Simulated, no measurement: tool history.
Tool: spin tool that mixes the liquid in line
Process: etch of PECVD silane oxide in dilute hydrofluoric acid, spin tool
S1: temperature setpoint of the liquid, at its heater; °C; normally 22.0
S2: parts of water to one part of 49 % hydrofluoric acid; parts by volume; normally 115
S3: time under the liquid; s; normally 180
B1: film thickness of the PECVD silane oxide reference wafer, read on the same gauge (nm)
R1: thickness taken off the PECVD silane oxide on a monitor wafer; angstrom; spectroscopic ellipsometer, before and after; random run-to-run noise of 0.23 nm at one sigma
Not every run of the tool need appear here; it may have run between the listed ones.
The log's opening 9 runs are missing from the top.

run,hour,S1,S2,S3,B1,R1
10,102.1,22.0,115,180,110.03,407.2
# hour 108.6: thermometer replaced
11,115.6,22.0,155,180,109.98,294.4
12,124.1,22.0,115,180,110.00,408.8
# hour 129.8: gauge calibrated
13,130.5,22.0,115,180,110.02,410.7
14,142.5,22.0,115,180,109.98,409.6
15,149.2,22.0,115,215,110.04,495.0
16,163.3,22.0,55,180,110.00,917.5
# hour 168.6: hydrofluoric acid flow meter replaced
17,178.8,22.0,70,120,109.97,506.6
18,188.1,22.0,130,80,109.97,171.3
19,197.6,22.0,55,180,109.97,982.6
20,206.5,22.0,55,180,109.97,981.8
21,216.9,26.5,65,145,109.97,801.6
22,225.7,22.0,115,180,109.96,445.9
# hour 231.8: hydrofluoric acid flow meter replaced, repeated, since the last time left the tool worse
23,237.4,22.0,130,140,109.96,259.0
24,246.2,22.0,115,180,110.01,381.8
25,255.3,26.5,65,145,110.03,694.9
26,262.3,22.0,115,180,110.00,383.2
27,273.5,22.0,115,235,109.98,494.5
28,281.9,24.5,60,230,110.00,1102.3
29,290.7,18.5,90,75,110.01,183.5
30,307.1,23.5,175,215,109.95,297.9
31,317.8,20.5,85,100,110.03,284.0

Alternative continuations, all from the tool just after run 31; predict every row:
A,318.3,22.0,115,180,?,?
B,318.3,22.0,130,180,?,?
C,318.3,20.0,85,180,?,?
D,318.3,22.0,70,180,?,?

run,B1,R1
A,110.01,385.4
B,110.01,335.3
C,110.01,497.0
D,110.01,667.1
What these runs would have given with no unlogged condition in the tool:
run,R1
A,376.2
B,327.2
C,485.5
D,651.8

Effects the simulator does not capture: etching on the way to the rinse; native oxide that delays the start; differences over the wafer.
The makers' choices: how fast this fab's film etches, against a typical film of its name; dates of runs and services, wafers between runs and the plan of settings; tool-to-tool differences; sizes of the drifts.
